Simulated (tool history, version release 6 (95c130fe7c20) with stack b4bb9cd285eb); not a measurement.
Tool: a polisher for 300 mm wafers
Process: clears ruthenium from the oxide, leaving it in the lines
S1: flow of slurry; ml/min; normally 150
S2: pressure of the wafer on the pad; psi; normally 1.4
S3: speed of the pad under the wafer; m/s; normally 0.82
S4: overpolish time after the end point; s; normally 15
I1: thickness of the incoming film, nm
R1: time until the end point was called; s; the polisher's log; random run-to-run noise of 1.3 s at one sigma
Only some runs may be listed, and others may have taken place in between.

{"run": 1, "hour": 0.0, "S1": 170, "S2": 1.4, "S3": 0.82, "S4": 15, "I1": 85.4, "R1": 135.0}
{"run": 2, "hour": 26.1, "S1": 170, "S2": 1.4, "S3": 0.82, "S4": 15, "I1": 86.0, "R1": 136.6}
{"run": 3, "hour": 55.9, "S1": 150, "S2": 1.4, "S3": 0.82, "S4": 15, "I1": 84.5, "R1": 141.1}
{"run": 4, "hour": 74.8, "S1": 150, "S2": 1.4, "S3": 0.82, "S4": 15, "I1": 85.4, "R1": 144.9}
{"hour": 93.6, "done": "slurry nozzle cleaned"}
{"run": 5, "hour": 109.8, "S1": 150, "S2": 1.4, "S3": 0.98, "S4": 15, "I1": 84.6, "R1": 110.5}
{"run": 6, "hour": 139.7, "S1": 150, "S2": 1.4, "S3": 0.82, "S4": 10, "I1": 84.5, "R1": 131.0}
{"run": 7, "hour": 155.6, "S1": 150, "S2": 1.4, "S3": 0.82, "S4": 10, "I1": 84.7, "R1": 129.6}
{"run": 8, "hour": 178.8, "S1": 150, "S2": 1.7, "S3": 0.82, "S4": 15, "I1": 84.5, "R1": 111.1}
{"hour": 184.1, "done": "worn pad replaced by a new one"}
{"run": 9, "hour": 202.0, "S1": 150, "S2": 1.4, "S3": 0.82, "S4": 15, "I1": 83.4, "R1": 126.5}
{"run": 10, "hour": 219.3, "S1": 150, "S2": 1.4, "S3": 0.82, "S4": 15, "I1": 85.3, "R1": 133.5}
{"run": 11, "hour": 242.3, "S1": 150, "S2": 1.4, "S3": 0.82, "S4": 15, "I1": 85.7, "R1": 134.2}
{"run": 12, "hour": 257.5, "S1": 150, "S2": 1.4, "S3": 0.82, "S4": 15, "I1": 84.5, "R1": 131.3}
{"run": 13, "hour": 277.5, "S1": 150, "S2": 1.4, "S3": 0.82, "S4": 15, "I1": 85.0, "R1": 135.3}
{"run": 14, "hour": 308.1, "S1": 150, "S2": 1.4, "S3": 0.82, "S4": 15, "I1": 85.8, "R1": 135.6}
{"run": 15, "hour": 326.1, "S1": 150, "S2": 1.4, "S3": 0.82, "S4": 15, "I1": 85.1, "R1": 132.9}
{"run": 16, "hour": 354.2, "S1": 150, "S2": 1.4, "S3": 0.82, "S4": 15, "I1": 85.6, "R1": 136.1}
{"hour": 377.3, "done": "worn pad replaced by a new one"}
{"run": 17, "hour": 377.8, "S1": 150, "S2": 1.4, "S3": 0.72, "S4": 15, "I1": 84.8, "R1": 153.8}
{"run": 18, "hour": 395.8, "S1": 150, "S2": 1.4, "S3": 0.72, "S4": 15, "I1": 85.0, "R1": 157.9}
{"hour": 423.6, "done": "head pressure recalibrated"}
{"run": 19, "hour": 427.6, "S1": 150, "S2": 1.4, "S3": 0.82, "S4": 15, "I1": 84.8, "R1": 139.2}
{"run": 20, "hour": 450.2, "S1": 150, "S2": 1.4, "S3": 1.0, "S4": 12, "I1": 86.8, "R1": 115.7}
{"run": 21, "hour": 473.4, "S1": 150, "S2": 1.4, "S3": 0.82, "S4": 10, "I1": 85.0, "R1": 137.0}
{"run": 22, "hour": 495.8, "S1": 190, "S2": 1.4, "S3": 0.82, "S4": 15, "I1": 83.6, "R1": 133.0}
{"hour": 511.6, "done": "slurry nozzle cleaned"}
{"run": 23, "hour": 512.1, "S1": 150, "S2": 1.4, "S3": 0.82, "S4": 19, "I1": 86.2, "R1": 128.4}
{"run": 24, "hour": 542.8, "S1": 150, "S2": 1.8, "S3": 0.82, "S4": 15, "I1": 86.0, "R1": 109.0}
{"run": 25, "hour": 571.0, "S1": 190, "S2": 1.4, "S3": 0.82, "S4": 15, "I1": 84.4, "R1": 125.9}
{"run": 26, "hour": 585.1, "S1": 150, "S2": 1.6, "S3": 0.82, "S4": 15, "I1": 84.4, "R1": 120.0}
{"hour": 612.4, "done": "worn pad replaced by a new one"}
{"run": 27, "hour": 614.0, "S1": 190, "S2": 1.6, "S3": 1.06, "S4": 15, "I1": 84.3, "R1": 86.5}
{"run": 28, "hour": 677.8, "S1": 150, "S2": 1.4, "S3": 0.82, "S4": 15, "I1": 85.0, "R1": 133.1}
{"run": 29, "hour": 700.0, "S1": 110, "S2": 1.4, "S3": 0.82, "S4": 15, "I1": 85.6, "R1": 147.7}
{"run": 30, "hour": 714.4, "S1": 130, "S2": 1.4, "S3": 1.06, "S4": 15, "I1": 84.0, "R1": 105.9}
{"run": 31, "hour": 739.6, "S1": 150, "S2": 1.4, "S3": 0.82, "S4": 15, "I1": 85.2, "R1": 132.7}
{"run": 32, "hour": 774.2, "S1": 190, "S2": 1.4, "S3": 0.82, "S4": 21, "I1": 85.4, "R1": 131.6}
{"run": 33, "hour": 809.2, "S1": 170, "S2": 1.2, "S3": 0.62, "S4": 8, "I1": 84.7, "R1": 196.8}
{"hour": 817.7, "done": "worn pad replaced by a new one"}
{"run": 34, "hour": 833.5, "S1": 200, "S2": 1.0, "S3": 0.56, "S4": 15, "I1": 85.8, "R1": 240.7}
{"run": 35, "hour": 847.4, "S1": 150, "S2": 1.7, "S3": 0.9, "S4": 19, "I1": 83.8, "R1": 106.0}
{"run": 36, "hour": 860.8, "S1": 150, "S2": 1.4, "S3": 0.74, "S4": 24, "I1": 84.0, "R1": 150.0}
{"run": 37, "hour": 885.7, "S1": 150, "S2": 1.1, "S3": 0.82, "S4": 15, "I1": 83.4, "R1": 162.7}
{"run": 38, "hour": 912.1, "S1": 150, "S2": 1.4, "S3": 0.82, "S4": 15, "I1": 84.5, "R1": 140.3}

Predict each of these 3 candidate next runs independently; none follows another, all start after run 38:
{"run": "A", "hour": 912.6, "S1": 150, "S2": 1.4, "S3": 0.96, "S4": 15, "I1": 85.0, "R1": "?"}
{"run": "B", "hour": 912.6, "S1": 165, "S2": 1.4, "S3": 0.82, "S4": 15, "I1": 85.0, "R1": "?"}
{"run": "C", "hour": 912.6, "S1": 150, "S2": 0.9, "S3": 0.7, "S4": 15, "I1": 85.0, "R1": "?"}

run=A R1=120.3
run=B R1=137.8
run=C R1=225.4
The same runs, with their run-to-run variation unchanged, on a tool lacking any hidden condition would have given:
run=A R1=111.1
run=B R1=128.1
run=C R1=208.2

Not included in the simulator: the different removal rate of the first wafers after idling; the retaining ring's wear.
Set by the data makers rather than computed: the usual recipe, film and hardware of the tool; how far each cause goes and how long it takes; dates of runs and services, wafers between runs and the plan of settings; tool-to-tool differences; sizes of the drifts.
